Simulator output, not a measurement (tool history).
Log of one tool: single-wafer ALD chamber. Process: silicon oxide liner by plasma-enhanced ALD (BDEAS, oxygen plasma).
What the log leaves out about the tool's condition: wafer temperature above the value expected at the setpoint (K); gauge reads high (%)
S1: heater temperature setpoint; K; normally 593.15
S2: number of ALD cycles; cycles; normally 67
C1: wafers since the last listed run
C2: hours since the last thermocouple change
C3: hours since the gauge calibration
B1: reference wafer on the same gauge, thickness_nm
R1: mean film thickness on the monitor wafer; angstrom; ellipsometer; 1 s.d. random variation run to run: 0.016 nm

| run | hour | S1 | S2 | C1 | C2 | C3 | B1 | R1 |
|---|---|---|---|---|---|---|---|---|
| 1 | 0.0 | 593.15 | 67 | 0 | 759.5 | 478.9 | 5.318 | 63.88 |
| 2 | 40.7 | 593.15 | 67 | 222 | 800.2 | 519.6 | 5.305 | 63.71 |
| 3 | 118.1 | 593.15 | 67 | 423 | 877.6 | 597.0 | 5.283 | 63.71 |
| 4 | 218.6 | 605.15 | 67 | 549 | 978.1 | 697.5 | 5.252 | 62.03 |
| 5 | 264.6 | 605.15 | 67 | 251 | 1024.1 | 743.5 | 5.232 | 61.58 |
|  | 325.3 | gauge calibrated |
| 6 | 342.8 | 593.15 | 67 | 427 | 1102.3 | 17.5 | 5.390 | 65.06 |
| 7 | 402.3 | 593.15 | 67 | 325 | 1161.8 | 77.0 | 5.395 | 64.85 |
| 8 | 475.2 | 593.15 | 67 | 398 | 1234.7 | 149.9 | 5.382 | 64.81 |
| 9 | 542.9 | 593.15 | 67 | 370 | 1302.4 | 217.6 | 5.373 | 64.73 |
| 10 | 806.9 | 589.15 | 80 | 1443 | 1566.4 | 481.6 | 5.338 | 76.78 |
| 11 | 882.8 | 583.15 | 59 | 415 | 1642.3 | 557.5 | 5.319 | 57.11 |
|  | 964.3 | thermocouple changed; heater temperature recalibrated |
| 12 | 964.8 | 593.15 | 67 | 404 | 0.5 | 639.5 | 5.298 | 63.49 |
|  | 983.7 | gauge calibrated |
| 13 | 1050.3 | 593.15 | 73 | 467 | 86.0 | 66.6 | 5.334 | 69.94 |
| 14 | 1098.1 | 583.15 | 59 | 261 | 133.8 | 114.4 | 5.342 | 57.35 |
| 15 | 1150.2 | 593.15 | 58 | 284 | 185.9 | 166.5 | 5.333 | 55.36 |
| 16 | 1241.1 | 584.15 | 59 | 497 | 276.8 | 257.4 | 5.324 | 57.06 |
| 17 | 1338.1 | 593.15 | 67 | 530 | 373.8 | 354.4 | 5.313 | 63.98 |
| 18 | 1440.5 | 593.15 | 76 | 559 | 476.2 | 456.8 | 5.285 | 72.13 |
| 19 | 1486.9 | 582.15 | 59 | 253 | 522.6 | 503.2 | 5.282 | 57.20 |

Selected run-to-run steps in R1, each split into two signed amounts: the part the tool would show with no hidden state at all (from settings, incoming material and random variation), and the remainder, which goes to the hidden state together with any gauge scatter not common to the measured and the hidden-state-free results:
Run 5 -> 6: S1 605.15 -> 593.15, gauge calibrated. R1 +3.48 angstrom: hidden state +1.87, all else +1.61.
Run 10 -> 11: S1 589.15 -> 583.15, S2 80 -> 59. R1 -19.67 angstrom: hidden state -0.08, all else -19.59.
